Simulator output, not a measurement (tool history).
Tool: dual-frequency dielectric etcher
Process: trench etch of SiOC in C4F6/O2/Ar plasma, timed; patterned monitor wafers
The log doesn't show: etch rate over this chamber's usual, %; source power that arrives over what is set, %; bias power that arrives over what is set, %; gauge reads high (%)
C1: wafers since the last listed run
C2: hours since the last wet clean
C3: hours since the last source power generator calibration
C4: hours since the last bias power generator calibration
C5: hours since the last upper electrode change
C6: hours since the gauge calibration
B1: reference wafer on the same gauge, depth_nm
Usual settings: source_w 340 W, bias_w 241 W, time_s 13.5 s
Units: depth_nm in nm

{"run": 1, "hour": 0.0, "source_w": 340, "bias_w": 241, "time_s": 15.5, "C1": 0, "C2": 380.8, "C3": 2822.9, "C4": 4286.3, "C5": 5393.8, "C6": 40.3, "B1": 31.77, "depth_nm": 37.67}
{"run": 2, "hour": 12.6, "source_w": 340, "bias_w": 241, "time_s": 13.5, "C1": 216, "C2": 393.4, "C3": 2835.5, "C4": 4298.9, "C5": 5406.4, "C6": 52.9, "B1": 31.79, "depth_nm": 32.59}
{"run": 3, "hour": 27.6, "source_w": 370, "bias_w": 260, "time_s": 13.5, "C1": 258, "C2": 408.4, "C3": 2850.5, "C4": 4313.9, "C5": 5421.4, "C6": 67.9, "B1": 31.78, "depth_nm": 34.86}
{"hour": 60.0, "done": "wet clean of the chamber"}
{"hour": 64.3, "done": "bias power generator calibrated"}
{"run": 4, "hour": 64.8, "source_w": 320, "bias_w": 241, "time_s": 16.5, "C1": 158, "C2": 4.8, "C3": 2887.7, "C4": 0.5, "C5": 5458.6, "C6": 105.1, "B1": 31.79, "depth_nm": 37.76}
{"run": 5, "hour": 65.1, "source_w": 320, "bias_w": 241, "time_s": 16.5, "C1": 5, "C2": 5.1, "C3": 2888, "C4": 0.8, "C5": 5458.9, "C6": 105.4, "B1": 31.83, "depth_nm": 37.54}
{"run": 6, "hour": 71.1, "source_w": 320, "bias_w": 241, "time_s": 16.5, "C1": 103, "C2": 11.1, "C3": 2894, "C4": 6.8, "C5": 5464.9, "C6": 111.4, "B1": 31.83, "depth_nm": 37.67}
{"hour": 89.0, "done": "source power generator calibrated"}
{"hour": 95.6, "done": "upper electrode replaced"}
{"run": 7, "hour": 96.1, "source_w": 340, "bias_w": 241, "time_s": 13.5, "C1": 247, "C2": 36.1, "C3": 7.1, "C4": 31.8, "C5": 0.5, "C6": 136.4, "B1": 31.81, "depth_nm": 31.96}
{"run": 8, "hour": 96.5, "source_w": 340, "bias_w": 241, "time_s": 13.5, "C1": 6, "C2": 36.5, "C3": 7.5, "C4": 32.2, "C5": 0.9, "C6": 136.8, "B1": 31.78, "depth_nm": 31.46}
{"hour": 102.8, "done": "gauge calibrated"}
{"run": 9, "hour": 104.8, "source_w": 340, "bias_w": 241, "time_s": 10, "C1": 142, "C2": 44.8, "C3": 15.8, "C4": 40.5, "C5": 9.2, "C6": 2, "B1": 31.79, "depth_nm": 23.41}
{"run": 10, "hour": 117.0, "source_w": 310, "bias_w": 268, "time_s": 13.5, "C1": 209, "C2": 57, "C3": 28, "C4": 52.7, "C5": 21.4, "C6": 14.2, "B1": 31.79, "depth_nm": 32.09}
{"run": 11, "hour": 130.4, "source_w": 340, "bias_w": 241, "time_s": 17, "C1": 230, "C2": 70.4, "C3": 41.4, "C4": 66.1, "C5": 34.8, "C6": 27.6, "B1": 31.79, "depth_nm": 40.14}
{"run": 12, "hour": 139.9, "source_w": 340, "bias_w": 241, "time_s": 12, "C1": 163, "C2": 79.9, "C3": 50.9, "C4": 75.6, "C5": 44.3, "C6": 37.1, "B1": 31.8, "depth_nm": 28.37}
{"run": 13, "hour": 146.0, "source_w": 340, "bias_w": 241, "time_s": 13.5, "C1": 104, "C2": 86, "C3": 57, "C4": 81.7, "C5": 50.4, "C6": 43.2, "B1": 31.8, "depth_nm": 31.87}
{"run": 14, "hour": 156.5, "source_w": 290, "bias_w": 241, "time_s": 11, "C1": 180, "C2": 96.5, "C3": 67.5, "C4": 92.2, "C5": 60.9, "C6": 53.7, "B1": 31.79, "depth_nm": 24.58}
{"run": 15, "hour": 162.5, "source_w": 340, "bias_w": 241, "time_s": 13.5, "C1": 103, "C2": 102.5, "C3": 73.5, "C4": 98.2, "C5": 66.9, "C6": 59.7, "B1": 31.79, "depth_nm": 31.92}
{"run": 16, "hour": 171.6, "source_w": 340, "bias_w": 241, "time_s": 13.5, "C1": 156, "C2": 111.6, "C3": 82.6, "C4": 107.3, "C5": 76, "C6": 68.8, "B1": 31.84, "depth_nm": 31.78}

Forecast each of these 5 alternatives for the next run:
{"run": "A", "hour": 172.0, "source_w": 340, "bias_w": 241, "time_s": 11.5, "C1": 6, "C2": 112, "C3": 83, "C4": 107.7, "C5": 76.4, "C6": 69.2, "B1": "?", "depth_nm": "?"}
{"run": "B", "hour": 172.0, "source_w": 340, "bias_w": 241, "time_s": 17.5, "C1": 6, "C2": 112, "C3": 83, "C4": 107.7, "C5": 76.4, "C6": 69.2, "B1": "?", "depth_nm": "?"}
{"run": "C", "hour": 172.0, "source_w": 300, "bias_w": 241, "time_s": 13.5, "C1": 6, "C2": 112, "C3": 83, "C4": 107.7, "C5": 76.4, "C6": 69.2, "B1": "?", "depth_nm": "?"}
{"run": "D", "hour": 172.0, "source_w": 340, "bias_w": 283, "time_s": 14.5, "C1": 6, "C2": 112, "C3": 83, "C4": 107.7, "C5": 76.4, "C6": 69.2, "B1": "?", "depth_nm": "?"}
{"run": "E", "hour": 172.0, "source_w": 340, "bias_w": 293, "time_s": 16.5, "C1": 6, "C2": 112, "C3": 83, "C4": 107.7, "C5": 76.4, "C6": 69.2, "B1": "?", "depth_nm": "?"}

run=A B1=31.79 depth_nm=27.11
run=B B1=31.79 depth_nm=41.25
run=C B1=31.79 depth_nm=30.52
run=D B1=31.79 depth_nm=36.31
run=E B1=31.79 depth_nm=41.87
Without the tool's hidden state the same runs would have given:
run=A depth_nm=26.62
run=B depth_nm=40.51
run=C depth_nm=29.97
run=D depth_nm=35.65
run=E depth_nm=41.11
